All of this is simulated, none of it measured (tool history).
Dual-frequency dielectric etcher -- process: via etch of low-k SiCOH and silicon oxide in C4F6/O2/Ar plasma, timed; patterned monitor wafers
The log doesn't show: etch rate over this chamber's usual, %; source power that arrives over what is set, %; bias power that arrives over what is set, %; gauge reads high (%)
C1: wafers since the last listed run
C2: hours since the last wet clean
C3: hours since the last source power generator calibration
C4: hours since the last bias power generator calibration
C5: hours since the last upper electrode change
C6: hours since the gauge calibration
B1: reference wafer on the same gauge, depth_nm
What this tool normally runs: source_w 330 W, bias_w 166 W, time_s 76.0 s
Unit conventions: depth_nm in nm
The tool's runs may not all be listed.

run 1 hour=0.0 | source_w=310 bias_w=166 time_s=76.0 | C1=0 C2=345.8 C3=4252.2 C4=2748.7 C5=3599.4 C6=2750.9 | B1=179.0 | depth_nm=187.4
run 2 hour=47.0 | source_w=330 bias_w=166 time_s=76.0 | C1=422 C2=392.8 C3=4299.2 C4=2795.7 C5=3646.4 C6=2797.9 | B1=179.2 | depth_nm=194.6
-- hour=59.1 gauge calibrated
run 3 hour=104.9 | source_w=390 bias_w=166 time_s=76.0 | C1=520 C2=450.7 C3=4357.1 C4=2853.6 C5=3704.3 C6=45.8 | B1=179.2 | depth_nm=214.2
run 4 hour=207.1 | source_w=390 bias_w=166 time_s=76.0 | C1=918 C2=552.9 C3=4459.3 C4=2955.8 C5=3806.5 C6=148.0 | B1=178.9 | depth_nm=216.1
run 5 hour=291.0 | source_w=270 bias_w=140 time_s=82.5 | C1=754 C2=636.8 C3=4543.2 C4=3039.7 C5=3890.4 C6=231.9 | B1=179.1 | depth_nm=179.7
run 6 hour=427.6 | source_w=330 bias_w=199 time_s=57.5 | C1=1228 C2=773.4 C3=4679.8 C4=3176.3 C5=4027.0 C6=368.5 | B1=178.7 | depth_nm=154.7
-- hour=470.3 wet clean of the chamber
-- hour=475.4 source power generator calibrated
run 7 hour=489.5 | source_w=250 bias_w=177 time_s=76.0 | C1=304 C2=19.2 C3=14.1 C4=3238.2 C5=4088.9 C6=430.4 | B1=178.8 | depth_nm=162.1
run 8 hour=595.0 | source_w=410 bias_w=166 time_s=76.0 | C1=948 C2=124.7 C3=119.6 C4=3343.7 C5=4194.4 C6=535.9 | B1=178.9 | depth_nm=216.6
run 9 hour=682.1 | source_w=390 bias_w=150 time_s=97.0 | C1=783 C2=211.8 C3=206.7 C4=3430.8 C5=4281.5 C6=623.0 | B1=179.0 | depth_nm=263.1
run 10 hour=727.4 | source_w=380 bias_w=166 time_s=65.0 | C1=407 C2=257.1 C3=252.0 C4=3476.1 C5=4326.8 C6=668.3 | B1=179.0 | depth_nm=178.0
run 11 hour=764.1 | source_w=330 bias_w=186 time_s=76.0 | C1=329 C2=293.8 C3=288.7 C4=3512.8 C5=4363.5 C6=705.0 | B1=179.0 | depth_nm=196.6
run 12 hour=827.9 | source_w=330 bias_w=166 time_s=58.0 | C1=573 C2=357.6 C3=352.5 C4=3576.6 C5=4427.3 C6=768.8 | B1=179.1 | depth_nm=146.8
run 13 hour=867.2 | source_w=330 bias_w=166 time_s=76.0 | C1=353 C2=396.9 C3=391.8 C4=3615.9 C5=4466.6 C6=808.1 | B1=179.1 | depth_nm=192.1
run 14 hour=912.0 | source_w=330 bias_w=140 time_s=54.5 | C1=402 C2=441.7 C3=436.6 C4=3660.7 C5=4511.4 C6=852.9 | B1=178.9 | depth_nm=130.8
run 15 hour=967.8 | source_w=330 bias_w=166 time_s=76.0 | C1=501 C2=497.5 C3=492.4 C4=3716.5 C5=4567.2 C6=908.7 | B1=179.1 | depth_nm=191.4
-- hour=1087.0 upper electrode replaced
-- hour=1154.0 wet clean of the chamber
run 16 hour=1284.5 | source_w=330 bias_w=166 time_s=76.0 | C1=2415 C2=130.5 C3=809.1 C4=4033.2 C5=197.5 C6=1225.4 | B1=178.8 | depth_nm=191.2
run 17 hour=1362.6 | source_w=370 bias_w=166 time_s=76.0 | C1=702 C2=208.6 C3=887.2 C4=4111.3 C5=275.6 C6=1303.5 | B1=179.0 | depth_nm=205.4
run 18 hour=1464.1 | source_w=330 bias_w=155 time_s=76.0 | C1=912 C2=310.1 C3=988.7 C4=4212.8 C5=377.1 C6=1405.0 | B1=179.0 | depth_nm=188.4
-- hour=1478.0 bias power generator calibrated
run 19 hour=1570.2 | source_w=390 bias_w=166 time_s=61.5 | C1=917 C2=416.2 C3=1094.8 C4=92.2 C5=483.2 C6=1511.1 | B1=179.1 | depth_nm=171.3
run 20 hour=1673.4 | source_w=310 bias_w=131 time_s=64.0 | C1=927 C2=519.4 C3=1198.0 C4=195.4 C5=586.4 C6=1614.3 | B1=178.7 | depth_nm=147.1
run 21 hour=1766.3 | source_w=330 bias_w=166 time_s=95.0 | C1=835 C2=612.3 C3=1290.9 C4=288.3 C5=679.3 C6=1707.2 | B1=179.2 | depth_nm=240.7
-- hour=1866.7 wet clean of the chamber
run 22 hour=1867.2 | source_w=300 bias_w=166 time_s=91.0 | C1=691 C2=0.5 C3=1391.8 C4=389.2 C5=780.2 C6=1808.1 | B1=179.1 | depth_nm=215.5
run 23 hour=1888.0 | source_w=330 bias_w=193 time_s=85.5 | C1=187 C2=21.3 C3=1412.6 C4=410.0 C5=801.0 C6=1828.9 | B1=179.0 | depth_nm=224.9
run 24 hour=1993.6 | source_w=330 bias_w=166 time_s=76.0 | C1=949 C2=126.9 C3=1518.2 C4=515.6 C5=906.6 C6=1934.5 | B1=179.1 | depth_nm=192.9
run 25 hour=2050.2 | source_w=330 bias_w=166 time_s=61.5 | C1=508 C2=183.5 C3=1574.8 C4=572.2 C5=963.2 C6=1991.1 | B1=178.7 | depth_nm=155.7
run 26 hour=2146.2 | source_w=280 bias_w=166 time_s=82.0 | C1=863 C2=279.5 C3=1670.8 C4=668.2 C5=1059.2 C6=2087.1 | B1=178.9 | depth_nm=189.4
run 27 hour=2191.3 | source_w=260 bias_w=202 time_s=87.0 | C1=405 C2=324.6 C3=1715.9 C4=713.3 C5=1104.3 C6=2132.2 | B1=178.9 | depth_nm=201.6
run 28 hour=2262.3 | source_w=330 bias_w=202 time_s=84.5 | C1=638 C2=395.6 C3=1786.9 C4=784.3 C5=1175.3 C6=2203.2 | B1=178.8 | depth_nm=227.3

Hidden condition of the tool, last listed run before each entry between runs versus first listed run after:
Runs 2 to 3: gauge calibrated (hour 59.1)
  source power that arrives over what is set, %: 4.05 -> 4.16
  measured minus no-state result, depth_nm: +4.4 -> +5.0 nm
Runs 6 to 7: wet clean of the chamber (hour 470.3); source power generator calibrated (hour 475.4)
  source power that arrives over what is set, %: 4.78 -> 0.757
  measured minus no-state result, depth_nm: +4.1 -> +0.7 nm
Runs 15 to 16: upper electrode replaced (hour 1087.0); wet clean of the chamber (hour 1154.0)
  source power that arrives over what is set, %: 0.809 -> 0.897
  measured minus no-state result, depth_nm: +0.9 -> +1.0 nm
Runs 18 to 19: bias power generator calibrated (hour 1478.0)
  source power that arrives over what is set, %: 0.966 -> 1.01
  measured minus no-state result, depth_nm: +1.0 -> +1.0 nm
Runs 21 to 22: wet clean of the chamber (hour 1866.7)
  source power that arrives over what is set, %: 1.11 -> 1.17
  measured minus no-state result, depth_nm: +1.5 -> +1.5 nm

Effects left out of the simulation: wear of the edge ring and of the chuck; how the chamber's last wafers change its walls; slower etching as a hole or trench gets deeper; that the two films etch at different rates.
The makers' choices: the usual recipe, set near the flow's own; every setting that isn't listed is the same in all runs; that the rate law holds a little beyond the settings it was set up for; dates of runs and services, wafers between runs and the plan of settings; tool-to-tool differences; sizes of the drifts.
